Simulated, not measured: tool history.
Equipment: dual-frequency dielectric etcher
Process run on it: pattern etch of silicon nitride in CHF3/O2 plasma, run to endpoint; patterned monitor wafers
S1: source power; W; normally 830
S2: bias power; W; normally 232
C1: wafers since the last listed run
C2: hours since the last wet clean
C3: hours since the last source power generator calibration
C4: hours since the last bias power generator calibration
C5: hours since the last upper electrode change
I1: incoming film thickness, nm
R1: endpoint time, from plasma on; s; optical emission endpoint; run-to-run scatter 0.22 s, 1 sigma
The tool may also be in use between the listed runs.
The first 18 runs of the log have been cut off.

run     day    S1   S2   C1     C2      C3      C4      C5     I1    R1
 19  41.142   970  284  201  191.3   443.5  1170.5   550.9  103.6  48.4
 20  43.662   640  186  432  251.8   504.0  1231.0   611.4  101.9  68.3
 21  46.567   830  232  498  321.5   573.7  1300.7   681.1  102.5  56.2
 22  48.696   780  232  365  372.6   624.8  1351.8   732.2  101.6  57.7
     54.004  -- wet clean of the chamber
 23  54.025   830  186  742    0.5   752.7  1479.7   860.1  102.1  59.8
 24  55.321  1030  176  222   31.6   783.8  1510.8   891.2  104.1  56.8
 25  56.492   640  216  200   59.7   811.9  1538.9   919.3  104.0  65.3
 26  58.483   660  205  341  107.5   859.7  1586.7   967.1  102.5  65.0
     59.217  -- bias power generator calibrated
 27  60.054   830  194  240  145.2   897.4    20.1  1004.8  101.9  58.4
 28  62.017   620  204  336  192.3   944.5    67.2  1051.9  102.4  66.1
 29  63.754   830  232  298  234.0   986.2   108.9  1093.6  102.0  54.4
 30  65.879   720  215  364  285.0  1037.2   159.9  1144.6  102.4  60.8
 31  70.912   830  232  863  405.8  1158.0   280.7  1265.4  103.7  56.8
     76.746  -- wet clean of the chamber
 32  76.767   970  232  832    0.5  1298.5   421.2  1405.9  102.1  50.2
 33  79.554   620  262  478   67.4  1365.4   488.1  1472.8  103.3  59.4
 34  80.896   830  232  230   99.6  1397.6   520.3  1505.0  102.3  54.2

Here are 5 independent what-if runs from the current tool condition. What would each one return?
  A  80.912  830  232   2  100.0  1398.0  520.7  1505.4  102.7   ?
  B  80.912  670  232   2  100.0  1398.0  520.7  1505.4  102.7   ?
  C  80.912  700  261   2  100.0  1398.0  520.7  1505.4  102.7   ?
  D  80.912  680  204   2  100.0  1398.0  520.7  1505.4  102.7   ?
  E  80.912  940  212   2  100.0  1398.0  520.7  1505.4  102.7   ?

run    R1
  A  54.5
  B  60.2
  C  56.2
  D  63.0
  E  53.4
Without the tool's unlogged condition, the same runs would have read:
run    R1
  A  54.0
  B  59.6
  C  55.7
  D  62.4
  E  52.9
